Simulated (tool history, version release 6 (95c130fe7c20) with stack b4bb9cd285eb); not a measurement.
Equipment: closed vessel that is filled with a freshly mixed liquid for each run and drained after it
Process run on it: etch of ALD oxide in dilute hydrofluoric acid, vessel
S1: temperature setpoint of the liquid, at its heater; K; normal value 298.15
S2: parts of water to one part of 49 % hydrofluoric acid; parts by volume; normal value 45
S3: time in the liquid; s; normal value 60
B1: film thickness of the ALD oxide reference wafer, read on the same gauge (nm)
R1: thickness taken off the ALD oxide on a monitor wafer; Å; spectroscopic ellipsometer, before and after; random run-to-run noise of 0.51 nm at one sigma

| run | day | S1 | S2 | S3 | B1 | R1 |
|---|---|---|---|---|---|---|
| 1 | 0.000 | 298.15 | 45 | 60 | 84.66 | 504.5 |
| 2 | 3.896 | 298.15 | 45 | 60 | 84.53 | 498.5 |
| 3 | 9.050 | 298.15 | 45 | 60 | 84.48 | 500.6 |
| 4 | 13.467 | 298.15 | 60 | 60 | 84.37 | 369.9 |
|  | 13.983 | hydrofluoric acid flow meter replaced |
| 5 | 26.150 | 298.15 | 40 | 60 | 84.22 | 561.1 |
| 6 | 29.021 | 298.15 | 45 | 60 | 84.16 | 492.5 |
| 7 | 30.525 | 298.15 | 45 | 60 | 84.18 | 495.8 |
| 8 | 32.246 | 298.15 | 40 | 75 | 84.14 | 701.9 |
|  | 33.083 | thermometer replaced |
| 9 | 35.296 | 298.15 | 45 | 60 | 84.14 | 490.8 |
| 10 | 37.817 | 298.15 | 45 | 60 | 84.11 | 504.8 |
| 11 | 41.308 | 298.15 | 45 | 60 | 84.07 | 490.3 |
| 12 | 45.400 | 295.15 | 45 | 60 | 84.04 | 428.7 |
| 13 | 47.600 | 298.15 | 65 | 60 | 84.03 | 334.6 |
|  | 48.529 | gauge calibrated |
| 14 | 50.246 | 298.15 | 45 | 60 | 90.37 | 532.4 |
| 15 | 53.788 | 298.15 | 45 | 35 | 89.87 | 313.7 |
| 16 | 57.629 | 298.15 | 55 | 90 | 89.43 | 631.6 |
| 17 | 59.471 | 300.15 | 55 | 60 | 89.23 | 463.2 |
| 18 | 63.100 | 296.65 | 60 | 30 | 88.84 | 181.4 |
| 19 | 66.617 | 294.65 | 30 | 85 | 88.50 | 960.8 |
| 20 | 68.458 | 301.65 | 40 | 85 | 88.34 | 972.0 |
| 21 | 70.154 | 298.15 | 55 | 80 | 88.16 | 561.6 |
| 22 | 73.450 | 298.15 | 45 | 60 | 87.90 | 511.3 |
| 23 | 77.729 | 298.15 | 45 | 60 | 87.58 | 519.3 |
| 24 | 82.012 | 296.65 | 30 | 70 | 87.30 | 860.2 |
| 25 | 85.650 | 294.65 | 60 | 35 | 87.08 | 191.6 |
| 26 | 87.171 | 295.65 | 45 | 80 | 87.00 | 619.0 |
| 27 | 90.650 | 301.15 | 45 | 75 | 86.80 | 719.5 |
| 28 | 94.967 | 299.65 | 55 | 45 | 86.62 | 327.7 |
| 29 | 98.392 | 295.65 | 45 | 60 | 86.43 | 454.6 |
| 30 | 99.971 | 294.15 | 45 | 60 | 86.40 | 432.1 |
| 31 | 104.000 | 298.15 | 45 | 70 | 86.21 | 589.9 |
| 32 | 108.192 | 298.15 | 45 | 60 | 86.05 | 501.9 |
| 33 | 112.304 | 296.15 | 45 | 75 | 85.94 | 583.6 |

Alternative continuations, all from the tool just after run 33; predict every row:
| A | 112.333 | 298.15 | 45 | 60 | ? | ? |
| B | 112.333 | 298.15 | 50 | 85 | ? | ? |
| C | 112.333 | 300.65 | 40 | 80 | ? | ? |
| D | 112.333 | 303.15 | 25 | 95 | ? | ? |
| E | 112.333 | 296.15 | 60 | 50 | ? | ? |

| run | B1 | R1 |
|---|---|---|
| A | 85.93 | 509.3 |
| B | 85.93 | 645.0 |
| C | 85.93 | 851.8 |
| D | 85.93 | 1831.4 |
| E | 85.93 | 287.5 |
The same runs, with their run-to-run variation unchanged, on a tool lacking any hidden condition would have given:
| run | R1 |
|---|---|
| A | 533.4 |
| B | 675.4 |
| C | 892.0 |
| D | 1918.0 |
| E | 301.0 |
